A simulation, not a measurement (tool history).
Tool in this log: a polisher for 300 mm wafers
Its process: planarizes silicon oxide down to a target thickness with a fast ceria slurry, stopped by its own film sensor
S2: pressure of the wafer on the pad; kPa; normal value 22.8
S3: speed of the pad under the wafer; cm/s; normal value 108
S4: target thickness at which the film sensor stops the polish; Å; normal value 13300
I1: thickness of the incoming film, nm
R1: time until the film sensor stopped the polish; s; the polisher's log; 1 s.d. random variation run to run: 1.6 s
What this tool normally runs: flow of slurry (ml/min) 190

Run 1, hour 0: usual settings; I1 3094.9. Result: R1 87.4 s.
Run 2, hour 20.3: usual settings; I1 3144. Result: R1 88.1 s.
Run 3, hour 69.1: usual settings; I1 3118.5. Result: R1 92.4 s.
Run 4, hour 87.8: usual settings but S3 124 cm/s; I1 3112.7. Result: R1 78.4 s.
Run 5, hour 104.4: usual settings but S3 124 cm/s; I1 3149. Result: R1 85 s.
At hour 123.3: worn pad replaced by a new one.
Run 6, hour 127: usual settings but S3 124 cm/s; I1 3063.2. Result: R1 74.3 s.
Run 7, hour 152: usual settings; I1 3122.5. Result: R1 86.9 s.
Run 8, hour 165.5: usual settings; I1 3113.1. Result: R1 87.4 s.
Run 9, hour 187.4: usual settings; I1 3113.1. Result: R1 87 s.
Run 10, hour 203.2: usual settings; I1 3074.7. Result: R1 86.1 s.
Run 11, hour 230.6: usual settings; I1 3071.4. Result: R1 88.5 s.
Run 12, hour 253.8: usual settings; I1 3139.7. Result: R1 93.9 s.
At hour 292.3: worn pad replaced by a new one.
Run 13, hour 302.3: usual settings; I1 3113.9. Result: R1 89.7 s.
Run 14, hour 331.8: usual settings; I1 3142. Result: R1 91.7 s.
At hour 352.3: slurry nozzle cleaned.
At hour 394.5: head pressure recalibrated.
Run 15, hour 394.8: usual settings; I1 3114.7. Result: R1 88.7 s.
Run 16, hour 418.4: usual settings; I1 3192.8. Result: R1 98.4 s.
Run 17, hour 445.7: usual settings; I1 3140.4. Result: R1 96.9 s.
At hour 458.6: worn pad replaced by a new one, of another model than before.
Run 18, hour 468.2: usual settings but S4 19410 Å; I1 3152.3. Result: R1 58.1 s.
Run 19, hour 483.8: usual settings; I1 3125.8. Result: R1 89.9 s.
Run 20, hour 505: usual settings but S2 17.2 kPa, S4 8040 Å; I1 3134.5. Result: R1 122.6 s.
Run 21, hour 533.5: usual settings but flow of slurry (ml/min) 160, S2 30.3 kPa, S3 92 cm/s, S4 9330 Å; I1 3134.2. Result: R1 108.3 s.
Run 22, hour 564.8: usual settings but S4 8750 Å; I1 3138.7. Result: R1 112 s.
Run 23, hour 593.1: usual settings but S3 144 cm/s, S4 8110 Å; I1 3168.7. Result: R1 100.5 s.
At hour 622.4: worn pad replaced by a new one.
Run 24, hour 626.2: usual settings but S2 26.2 kPa, S3 140 cm/s; I1 3101.2. Result: R1 69 s.
Run 25, hour 656.3: usual settings; I1 3097. Result: R1 82.8 s.
Run 26, hour 683.9: usual settings but S3 136 cm/s; I1 3131.4. Result: R1 74.8 s.
Run 27, hour 710.3: usual settings but S2 15.2 kPa; I1 3171.2. Result: R1 101.4 s.
Run 28, hour 737.6: usual settings; I1 3150.5. Result: R1 90.7 s.
Run 29, hour 764.8: usual settings but flow of slurry (ml/min) 215, S2 26.2 kPa, S3 98 cm/s, S4 9710 Å; I1 3094.1. Result: R1 106.4 s.
At hour 787.7: worn pad replaced by a new one.
Run 30, hour 797: usual settings; I1 3108.9. Result: R1 86.4 s.
Run 31, hour 820.9: usual settings; I1 3155.5. Result: R1 89 s.
Run 32, hour 842.2: usual settings but flow of slurry (ml/min) 135, S3 82 cm/s; I1 3153.5. Result: R1 112.5 s.
Run 33, hour 878: usual settings but S4 9240 Å; I1 3144.7. Result: R1 109.6 s.
Run 34, hour 896.1: usual settings but flow of slurry (ml/min) 125, S2 15.2 kPa, S3 72 cm/s, S4 8790 Å; I1 3105.9. Result: R1 175.6 s.

Some steps in R1 between neighbouring runs. How much of each would the tool show without its hidden state too (settings, what came in, random variation), and how much is left for the hidden state, with any gauge scatter that isn't in both results?
What the log doesn't record here: removal rate lost through wear of the pad, %; slurry flow missing at the pad, %; deviation of the head's pressure from its setpoint, %.
Run 5 -> 6: worn pad replaced by a new one. R1 -10.7 s: hidden state -7.1, all else -3.6.
Run 17 -> 18: S4 13300 -> 19410, worn pad replaced by a new one, of another model than before. R1 -38.8 s: hidden state -10.4, all else -28.4.
Run 19 -> 20: S2 22.8 -> 17.2, S4 13300 -> 8040. R1 +32.7 s: hidden state +0.8, all else +31.9.
Run 29 -> 30: flow of slurry (ml/min) 215 -> 190, S2 26.2 -> 22.8, S3 98 -> 108, S4 9710 -> 13300, worn pad replaced by a new one. R1 -20 s: hidden state -7, all else -13.
Run 33 -> 34: flow of slurry (ml/min) 190 -> 125, S2 22.8 -> 15.2, S3 108 -> 72, S4 9240 -> 8790. R1 +66 s: hidden state +5.3, all else +60.7.
